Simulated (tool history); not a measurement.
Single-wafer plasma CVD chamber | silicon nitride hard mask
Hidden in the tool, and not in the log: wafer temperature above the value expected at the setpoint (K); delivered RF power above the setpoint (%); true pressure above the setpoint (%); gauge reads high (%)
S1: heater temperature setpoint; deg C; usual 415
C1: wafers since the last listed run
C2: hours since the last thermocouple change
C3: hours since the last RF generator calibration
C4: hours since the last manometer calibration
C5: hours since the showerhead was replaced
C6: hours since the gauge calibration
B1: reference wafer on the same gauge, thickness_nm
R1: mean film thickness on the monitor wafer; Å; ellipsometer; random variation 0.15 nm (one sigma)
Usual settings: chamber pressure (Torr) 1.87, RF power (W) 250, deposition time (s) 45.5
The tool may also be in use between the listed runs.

{"run": 1, "day": 0.0, "S1": 415, "chamber pressure (Torr)": 1.87, "RF power (W)": 250, "deposition time (s)": 45.5, "C1": 0, "C2": 2731.4, "C3": 1985.9, "C4": 690.2, "C5": 8318.3, "C6": 403.3, "B1": 49.15, "R1": 490.11}
{"run": 2, "day": 0.658, "S1": 415, "chamber pressure (Torr)": 1.87, "RF power (W)": 250, "deposition time (s)": 45.5, "C1": 440, "C2": 2747.2, "C3": 2001.7, "C4": 706, "C5": 8334.1, "C6": 419.1, "B1": 49.216, "R1": 489.86}
{"run": 3, "day": 3.65, "S1": 415, "chamber pressure (Torr)": 1.87, "RF power (W)": 250, "deposition time (s)": 45.5, "C1": 2001, "C2": 2819, "C3": 2073.5, "C4": 777.8, "C5": 8405.9, "C6": 490.9, "B1": 49.379, "R1": 492.84}
{"run": 4, "day": 5.004, "S1": 415, "chamber pressure (Torr)": 1.87, "RF power (W)": 250, "deposition time (s)": 45.5, "C1": 905, "C2": 2851.5, "C3": 2106, "C4": 810.3, "C5": 8438.4, "C6": 523.4, "B1": 49.466, "R1": 492.57}
{"run": 5, "day": 5.854, "S1": 415, "chamber pressure (Torr)": 1.87, "RF power (W)": 250, "deposition time (s)": 45.5, "C1": 568, "C2": 2871.9, "C3": 2126.4, "C4": 830.7, "C5": 8458.8, "C6": 543.8, "B1": 49.582, "R1": 491.95}
{"run": 6, "day": 7.267, "S1": 415, "chamber pressure (Torr)": 1.87, "RF power (W)": 250, "deposition time (s)": 45.5, "C1": 944, "C2": 2905.8, "C3": 2160.3, "C4": 864.6, "C5": 8492.7, "C6": 577.7, "B1": 49.639, "R1": 495.55}
{"run": 7, "day": 7.896, "S1": 415, "chamber pressure (Torr)": 1.87, "RF power (W)": 250, "deposition time (s)": 45.5, "C1": 420, "C2": 2920.9, "C3": 2175.4, "C4": 879.7, "C5": 8507.8, "C6": 592.8, "B1": 49.629, "R1": 494.07}
{"run": 8, "day": 9.388, "S1": 415, "chamber pressure (Torr)": 1.87, "RF power (W)": 250, "deposition time (s)": 52, "C1": 997, "C2": 2956.7, "C3": 2211.2, "C4": 915.5, "C5": 8543.6, "C6": 628.6, "B1": 49.796, "R1": 569.58}
{"run": 9, "day": 10.608, "S1": 415, "chamber pressure (Torr)": 1.87, "RF power (W)": 250, "deposition time (s)": 45.5, "C1": 816, "C2": 2986, "C3": 2240.5, "C4": 944.8, "C5": 8572.9, "C6": 657.9, "B1": 49.904, "R1": 497.95}
{"run": 10, "day": 11.296, "S1": 415, "chamber pressure (Torr)": 1.87, "RF power (W)": 250, "deposition time (s)": 45.5, "C1": 459, "C2": 3002.5, "C3": 2257, "C4": 961.3, "C5": 8589.4, "C6": 674.4, "B1": 49.993, "R1": 500.51}
{"run": 11, "day": 12.029, "S1": 415, "chamber pressure (Torr)": 1.87, "RF power (W)": 250, "deposition time (s)": 45.5, "C1": 490, "C2": 3020.1, "C3": 2274.6, "C4": 978.9, "C5": 8607, "C6": 692, "B1": 50.011, "R1": 498.26}
{"day": 12.371, "done": "showerhead replaced"}
{"run": 12, "day": 13.438, "S1": 415, "chamber pressure (Torr)": 1.87, "RF power (W)": 250, "deposition time (s)": 45.5, "C1": 719, "C2": 3053.9, "C3": 2308.4, "C4": 1012.7, "C5": 25.6, "C6": 725.8, "B1": 50.139, "R1": 497.87}
{"day": 14.008, "done": "RF generator calibrated"}
{"run": 13, "day": 14.529, "S1": 415, "chamber pressure (Torr)": 1.87, "RF power (W)": 250, "deposition time (s)": 45.5, "C1": 507, "C2": 3080.1, "C3": 12.5, "C4": 1038.9, "C5": 51.8, "C6": 752, "B1": 50.312, "R1": 499.74}
{"day": 14.779, "done": "gauge calibrated"}
{"run": 14, "day": 15.588, "S1": 415, "chamber pressure (Torr)": 1.87, "RF power (W)": 250, "deposition time (s)": 45.5, "C1": 707, "C2": 3105.5, "C3": 37.9, "C4": 1064.3, "C5": 77.2, "C6": 19.4, "B1": 48.467, "R1": 483.74}
{"run": 15, "day": 16.983, "S1": 415, "chamber pressure (Torr)": 1.87, "RF power (W)": 250, "deposition time (s)": 48.3, "C1": 933, "C2": 3139, "C3": 71.4, "C4": 1097.8, "C5": 110.7, "C6": 52.9, "B1": 48.469, "R1": 511.08}
{"day": 17.817, "done": "thermocouple changed; heater temperature recalibrated"}
{"run": 16, "day": 18.196, "S1": 415, "chamber pressure (Torr)": 1.87, "RF power (W)": 250, "deposition time (s)": 45.5, "C1": 588, "C2": 9.1, "C3": 100.5, "C4": 1126.9, "C5": 139.8, "C6": 82, "B1": 48.479, "R1": 481.64}
{"run": 17, "day": 19.388, "S1": 423, "chamber pressure (Torr)": 1.87, "RF power (W)": 250, "deposition time (s)": 41.9, "C1": 797, "C2": 37.7, "C3": 129.1, "C4": 1155.5, "C5": 168.4, "C6": 110.6, "B1": 48.488, "R1": 442.45}
{"run": 18, "day": 19.979, "S1": 415, "chamber pressure (Torr)": 1.48, "RF power (W)": 250, "deposition time (s)": 48, "C1": 395, "C2": 51.9, "C3": 143.3, "C4": 1169.7, "C5": 182.6, "C6": 124.8, "B1": 48.489, "R1": 479.71}
{"day": 20.421, "done": "capacitance manometer re-zeroed and calibrated"}
{"run": 19, "day": 20.925, "S1": 415, "chamber pressure (Torr)": 1.87, "RF power (W)": 250, "deposition time (s)": 50.3, "C1": 409, "C2": 74.6, "C3": 166, "C4": 12.1, "C5": 205.3, "C6": 147.5, "B1": 48.481, "R1": 536.28}
{"run": 20, "day": 22.258, "S1": 405, "chamber pressure (Torr)": 1.74, "RF power (W)": 250, "deposition time (s)": 45.5, "C1": 891, "C2": 106.6, "C3": 198, "C4": 44.1, "C5": 237.3, "C6": 179.5, "B1": 48.489, "R1": 476.65}
{"run": 21, "day": 22.908, "S1": 415, "chamber pressure (Torr)": 1.87, "RF power (W)": 250, "deposition time (s)": 45.5, "C1": 434, "C2": 122.2, "C3": 213.6, "C4": 59.7, "C5": 252.9, "C6": 195.1, "B1": 48.535, "R1": 484.21}
{"run": 22, "day": 24.021, "S1": 405, "chamber pressure (Torr)": 2.02, "RF power (W)": 250, "deposition time (s)": 45.5, "C1": 744, "C2": 148.9, "C3": 240.3, "C4": 86.4, "C5": 279.6, "C6": 221.8, "B1": 48.598, "R1": 498.33}
{"run": 23, "day": 24.6, "S1": 405, "chamber pressure (Torr)": 1.65, "RF power (W)": 230, "deposition time (s)": 51.4, "C1": 387, "C2": 162.8, "C3": 254.2, "C4": 100.3, "C5": 293.5, "C6": 235.7, "B1": 48.635, "R1": 516}
{"run": 24, "day": 25.388, "S1": 423, "chamber pressure (Torr)": 1.87, "RF power (W)": 250, "deposition time (s)": 41.9, "C1": 526, "C2": 181.7, "C3": 273.1, "C4": 119.2, "C5": 312.4, "C6": 254.6, "B1": 48.603, "R1": 444.63}
{"run": 25, "day": 25.917, "S1": 415, "chamber pressure (Torr)": 2.02, "RF power (W)": 250, "deposition time (s)": 45.5, "C1": 353, "C2": 194.4, "C3": 285.8, "C4": 131.9, "C5": 325.1, "C6": 267.3, "B1": 48.634, "R1": 493.34}
{"run": 26, "day": 27.258, "S1": 423, "chamber pressure (Torr)": 2.03, "RF power (W)": 295, "deposition time (s)": 45.5, "C1": 897, "C2": 226.6, "C3": 318, "C4": 164.1, "C5": 357.3, "C6": 299.5, "B1": 48.747, "R1": 526.33}
{"run": 27, "day": 28.208, "S1": 415, "chamber pressure (Torr)": 1.87, "RF power (W)": 250, "deposition time (s)": 45.5, "C1": 635, "C2": 249.4, "C3": 340.8, "C4": 186.9, "C5": 380.1, "C6": 322.3, "B1": 48.696, "R1": 485.08}
{"run": 28, "day": 29.529, "S1": 423, "chamber pressure (Torr)": 1.87, "RF power (W)": 265, "deposition time (s)": 53.4, "C1": 883, "C2": 281.1, "C3": 372.5, "C4": 218.6, "C5": 411.8, "C6": 354, "B1": 48.784, "R1": 584.89}
{"run": 29, "day": 30.308, "S1": 408, "chamber pressure (Torr)": 1.87, "RF power (W)": 250, "deposition time (s)": 54, "C1": 521, "C2": 299.8, "C3": 391.2, "C4": 237.3, "C5": 430.5, "C6": 372.7, "B1": 48.858, "R1": 580.15}

Forecast each of these 3 alternatives for the next run:
{"run": "A", "day": 30.325, "S1": 415, "chamber pressure (Torr)": 1.87, "RF power (W)": 250, "deposition time (s)": 45.5, "C1": 11, "C2": 300.2, "C3": 391.6, "C4": 237.7, "C5": 430.9, "C6": 373.1, "B1": "?", "R1": "?"}
{"run": "B", "day": 30.325, "S1": 410, "chamber pressure (Torr)": 1.87, "RF power (W)": 230, "deposition time (s)": 45.5, "C1": 11, "C2": 300.2, "C3": 391.6, "C4": 237.7, "C5": 430.9, "C6": 373.1, "B1": "?", "R1": "?"}
{"run": "C", "day": 30.325, "S1": 424, "chamber pressure (Torr)": 1.67, "RF power (W)": 250, "deposition time (s)": 45.5, "C1": 11, "C2": 300.2, "C3": 391.6, "C4": 237.7, "C5": 430.9, "C6": 373.1, "B1": "?", "R1": "?"}

run=A B1=48.835 R1=486.81
run=B B1=48.835 R1=472.37
run=C B1=48.835 R1=470.92
Without the tool's hidden state the same runs would have given:
run=A R1=484.42
run=B R1=470.05
run=C R1=468.61
